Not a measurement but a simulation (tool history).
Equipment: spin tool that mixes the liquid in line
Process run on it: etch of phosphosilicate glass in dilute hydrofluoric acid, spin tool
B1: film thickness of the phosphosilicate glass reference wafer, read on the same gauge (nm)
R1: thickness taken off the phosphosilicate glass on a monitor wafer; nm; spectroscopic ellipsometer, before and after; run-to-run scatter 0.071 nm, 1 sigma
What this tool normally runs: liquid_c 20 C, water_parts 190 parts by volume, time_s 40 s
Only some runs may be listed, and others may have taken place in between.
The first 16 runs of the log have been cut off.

Run 17, day 23.638: usual settings but liquid_c 24.5 C; B1 90.03. Result: R1 16.01 nm.
Run 18, day 25.471: usual settings but liquid_c 21.5 C, water_parts 255 parts by volume, time_s 15 s; B1 90.03. Result: R1 3.79 nm.
Run 19, day 26.146: usual settings but water_parts 230 parts by volume; B1 89.96. Result: R1 10.73 nm.
Run 20, day 26.925: usual settings; B1 90.02. Result: R1 13.57 nm.
Run 21, day 27.95: usual settings; B1 90.06. Result: R1 13.51 nm.
Run 22, day 28.738: usual settings but liquid_c 18.5 C; B1 89.98. Result: R1 12.8 nm.
Run 23, day 30.021: usual settings but water_parts 100 parts by volume; B1 90.01. Result: R1 28.42 nm.
Run 24, day 30.654: usual settings but liquid_c 23 C, water_parts 270 parts by volume, time_s 25 s; B1 89.95. Result: R1 6.23 nm.
Run 25, day 31.808: usual settings but liquid_c 24.5 C, water_parts 255 parts by volume, time_s 55 s; B1 89.99. Result: R1 15.54 nm.
Run 26, day 34.817: usual settings but liquid_c 21.5 C, water_parts 100 parts by volume, time_s 65 s; B1 90.01. Result: R1 48.79 nm.
Run 27, day 35.421: usual settings but liquid_c 17 C, water_parts 270 parts by volume, time_s 25 s; B1 90.01. Result: R1 4.94 nm.
Run 28, day 36.792: usual settings; B1 90.02. Result: R1 13.64 nm.
Run 29, day 38.233: usual settings but time_s 55 s; B1 90.02. Result: R1 18.74 nm.
Run 30, day 39.058: usual settings; B1 90.01. Result: R1 13.63 nm.
Run 31, day 40.05: usual settings; B1 89.96. Result: R1 13.71 nm.
Run 32, day 41.167: usual settings but liquid_c 22.5 C, water_parts 265 parts by volume, time_s 60 s; B1 89.97. Result: R1 15.04 nm.
Run 33, day 42.471: usual settings but water_parts 245 parts by volume; B1 89.97. Result: R1 10.05 nm.

4 options for the next run, each taken on its own from the tool as it stands now. Forecast them:
Run A, day 42.488: usual settings but liquid_c 21.5 C; B1 ?. Result: R1 ?.
Run B, day 42.488: usual settings but liquid_c 22 C, water_parts 270 parts by volume, time_s 60 s; B1 ?. Result: R1 ?.
Run C, day 42.488: usual settings but liquid_c 18 C, water_parts 160 parts by volume; B1 ?. Result: R1 ?.
Run D, day 42.488: usual settings but water_parts 235 parts by volume, time_s 25 s; B1 ?. Result: R1 ?.

run     B1     R1
  A  89.97  14.55
  B  89.97  14.48
  C  89.97   15.5
  D  89.97   6.65
Without the tool's unlogged condition, the same runs would have read:
run     R1
  A  14.09
  B  13.99
  C  15.02
  D   6.43
